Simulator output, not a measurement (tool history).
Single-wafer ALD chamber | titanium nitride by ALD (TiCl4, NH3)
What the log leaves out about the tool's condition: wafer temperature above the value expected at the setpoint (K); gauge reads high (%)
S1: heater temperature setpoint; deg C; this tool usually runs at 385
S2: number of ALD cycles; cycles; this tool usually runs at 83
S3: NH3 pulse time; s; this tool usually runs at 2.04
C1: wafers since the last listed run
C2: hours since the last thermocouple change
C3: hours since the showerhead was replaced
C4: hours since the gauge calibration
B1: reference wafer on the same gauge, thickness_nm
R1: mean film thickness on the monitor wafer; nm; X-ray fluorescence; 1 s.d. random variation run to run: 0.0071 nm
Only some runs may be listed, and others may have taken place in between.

run 1 hour=0.0 | S1=381 S2=83 S3=2.04 | C1=0 C2=1242.5 C3=1744.4 C4=23.6 | B1=1.577 | R1=1.779
run 2 hour=64.5 | S1=381 S2=83 S3=2.04 | C1=149 C2=1307.0 C3=1808.9 C4=88.1 | B1=1.576 | R1=1.790
run 3 hour=219.7 | S1=385 S2=83 S3=2.04 | C1=360 C2=1462.2 C3=1964.1 C4=243.3 | B1=1.570 | R1=1.780
run 4 hour=399.3 | S1=385 S2=83 S3=2.04 | C1=417 C2=1641.8 C3=2143.7 C4=422.9 | B1=1.565 | R1=1.790
run 5 hour=438.2 | S1=385 S2=83 S3=2.04 | C1=90 C2=1680.7 C3=2182.6 C4=461.8 | B1=1.562 | R1=1.781
run 6 hour=500.0 | S1=380 S2=83 S3=2.04 | C1=143 C2=1742.5 C3=2244.4 C4=523.6 | B1=1.561 | R1=1.765
run 7 hour=543.1 | S1=380 S2=83 S3=2.04 | C1=100 C2=1785.6 C3=2287.5 C4=566.7 | B1=1.561 | R1=1.773
run 8 hour=640.1 | S1=380 S2=83 S3=2.04 | C1=225 C2=1882.6 C3=2384.5 C4=663.7 | B1=1.557 | R1=1.776
run 9 hour=715.8 | S1=385 S2=79 S3=2.04 | C1=175 C2=1958.3 C3=2460.2 C4=739.4 | B1=1.556 | R1=1.678
run 10 hour=800.5 | S1=385 S2=79 S3=2.04 | C1=196 C2=2043.0 C3=2544.9 C4=824.1 | B1=1.553 | R1=1.676
-- hour=830.7 showerhead replaced
run 11 hour=849.2 | S1=385 S2=79 S3=2.04 | C1=94 C2=2091.7 C3=18.5 C4=872.8 | B1=1.553 | R1=1.685
run 12 hour=891.7 | S1=385 S2=83 S3=2.04 | C1=98 C2=2134.2 C3=61.0 C4=915.3 | B1=1.549 | R1=1.766
run 13 hour=948.5 | S1=385 S2=83 S3=2.04 | C1=131 C2=2191.0 C3=117.8 C4=972.1 | B1=1.550 | R1=1.766
run 14 hour=1038.3 | S1=385 S2=83 S3=2.62 | C1=208 C2=2280.8 C3=207.6 C4=1061.9 | B1=1.546 | R1=1.779
run 15 hour=1078.9 | S1=385 S2=83 S3=2.04 | C1=94 C2=2321.4 C3=248.2 C4=1102.5 | B1=1.547 | R1=1.755
run 16 hour=1142.5 | S1=385 S2=83 S3=2.04 | C1=147 C2=2385.0 C3=311.8 C4=1166.1 | B1=1.542 | R1=1.765
run 17 hour=1196.5 | S1=385 S2=83 S3=2.04 | C1=125 C2=2439.0 C3=365.8 C4=1220.1 | B1=1.540 | R1=1.753
run 18 hour=1382.0 | S1=385 S2=83 S3=2.04 | C1=430 C2=2624.5 C3=551.3 C4=1405.6 | B1=1.534 | R1=1.748
run 19 hour=1475.5 | S1=373 S2=88 S3=1.56 | C1=217 C2=2718.0 C3=644.8 C4=1499.1 | B1=1.532 | R1=1.776
-- hour=1493.0 thermocouple changed; heater temperature recalibrated
run 20 hour=1565.9 | S1=385 S2=83 S3=2.04 | C1=191 C2=72.9 C3=735.2 C4=1589.5 | B1=1.528 | R1=1.744
run 21 hour=1602.0 | S1=400 S2=70 S3=1.51 | C1=83 C2=109.0 C3=771.3 C4=1625.6 | B1=1.527 | R1=1.436
run 22 hour=1651.1 | S1=378 S2=69 S3=2.46 | C1=114 C2=158.1 C3=820.4 C4=1674.7 | B1=1.527 | R1=1.464
run 23 hour=1735.1 | S1=385 S2=75 S3=1.80 | C1=195 C2=242.1 C3=904.4 C4=1758.7 | B1=1.524 | R1=1.560
run 24 hour=1802.4 | S1=396 S2=89 S3=2.41 | C1=156 C2=309.4 C3=971.7 C4=1826.0 | B1=1.523 | R1=1.893
run 25 hour=1871.6 | S1=390 S2=83 S3=2.04 | C1=160 C2=378.6 C3=1040.9 C4=1895.2 | B1=1.521 | R1=1.749
-- hour=1919.1 gauge calibrated
run 26 hour=1965.6 | S1=385 S2=97 S3=2.04 | C1=218 C2=472.6 C3=1134.9 C4=46.5 | B1=1.577 | R1=2.091
run 27 hour=2035.6 | S1=374 S2=97 S3=2.04 | C1=162 C2=542.6 C3=1204.9 C4=116.5 | B1=1.576 | R1=2.085
run 28 hour=2139.2 | S1=385 S2=83 S3=2.04 | C1=240 C2=646.2 C3=1308.5 C4=220.1 | B1=1.574 | R1=1.786
run 29 hour=2179.0 | S1=399 S2=69 S3=2.72 | C1=92 C2=686.0 C3=1348.3 C4=259.9 | B1=1.572 | R1=1.519
run 30 hour=2477.0 | S1=385 S2=83 S3=2.04 | C1=691 C2=984.0 C3=1646.3 C4=557.9 | B1=1.561 | R1=1.778
run 31 hour=2524.0 | S1=385 S2=73 S3=1.26 | C1=109 C2=1031.0 C3=1693.3 C4=604.9 | B1=1.561 | R1=1.453
run 32 hour=2584.2 | S1=378 S2=98 S3=1.56 | C1=139 C2=1091.2 C3=1753.5 C4=665.1 | B1=1.560 | R1=2.018
run 33 hour=2671.6 | S1=380 S2=83 S3=2.04 | C1=202 C2=1178.6 C3=1840.9 C4=752.5 | B1=1.558 | R1=1.777
run 34 hour=2750.9 | S1=385 S2=83 S3=2.04 | C1=184 C2=1257.9 C3=1920.2 C4=831.8 | B1=1.552 | R1=1.779

Predict each of these 3 candidate next runs independently; none follows another, all start after run 34:
run A hour=2751.5 | S1=393 S2=83 S3=2.04 | C1=1 C2=1258.5 C3=1920.8 C4=832.4 | B1=? | R1=?
run B hour=2751.5 | S1=376 S2=68 S3=2.66 | C1=1 C2=1258.5 C3=1920.8 C4=832.4 | B1=? | R1=?
run C hour=2751.5 | S1=377 S2=83 S3=2.04 | C1=1 C2=1258.5 C3=1920.8 C4=832.4 | B1=? | R1=?

run=A B1=1.552 R1=1.777
run=B B1=1.552 R1=1.468
run=C B1=1.552 R1=1.754
Without the tool's hidden state the same runs would have given:
run=A R1=1.807
run=B R1=1.493
run=C R1=1.784
